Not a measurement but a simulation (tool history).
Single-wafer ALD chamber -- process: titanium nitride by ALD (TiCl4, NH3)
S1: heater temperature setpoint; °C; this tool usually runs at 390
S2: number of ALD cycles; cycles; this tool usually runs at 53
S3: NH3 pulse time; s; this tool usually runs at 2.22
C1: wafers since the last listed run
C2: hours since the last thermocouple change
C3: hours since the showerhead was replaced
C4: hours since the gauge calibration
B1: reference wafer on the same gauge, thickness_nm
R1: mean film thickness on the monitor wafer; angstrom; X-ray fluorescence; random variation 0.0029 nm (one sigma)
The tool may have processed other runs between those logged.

run,day,S1,S2,S3,C1,C2,C3,C4,B1,R1
1,0.000,390,53,2.82,0,1369.5,3573.4,5.9,1.08,11.83
2,0.517,390,53,2.82,52,1381.9,3585.8,18.3,1.08,11.78
3,1.025,390,53,2.22,51,1394.1,3598.0,30.5,1.08,11.64
# day 2.642: showerhead replaced
4,2.733,390,53,2.22,139,1435.1,2.2,71.5,1.08,11.59
5,3.229,390,53,2.22,50,1447.0,14.1,83.4,1.08,11.58
6,3.958,390,45,2.22,73,1464.5,31.6,100.9,1.08,9.90
7,4.517,390,45,2.22,56,1477.9,45.0,114.3,1.08,9.88
8,4.800,381,49,2.22,28,1484.7,51.8,121.1,1.08,10.62
# day 5.292: gauge calibrated
# day 5.675: thermocouple changed; heater temperature recalibrated
9,5.696,378,43,1.75,57,0.5,73.3,9.7,1.08,9.04
10,6.158,390,53,2.22,46,11.6,84.4,20.8,1.08,11.54
11,6.608,390,53,2.22,45,22.4,95.2,31.6,1.08,11.61
12,7.088,397,53,2.22,48,33.9,106.7,43.1,1.08,11.68
13,7.725,390,60,2.84,64,49.2,122.0,58.4,1.08,13.39
14,8.088,390,47,1.39,36,57.9,130.7,67.1,1.08,9.71
15,8.654,379,53,2.89,57,71.5,144.3,80.7,1.08,11.74

Exercise: give the hidden state of the tool at every run:
wafer temperature above the value expected at the setpoint (K): 0 on each run
gauge reads high (%): 0 on each run

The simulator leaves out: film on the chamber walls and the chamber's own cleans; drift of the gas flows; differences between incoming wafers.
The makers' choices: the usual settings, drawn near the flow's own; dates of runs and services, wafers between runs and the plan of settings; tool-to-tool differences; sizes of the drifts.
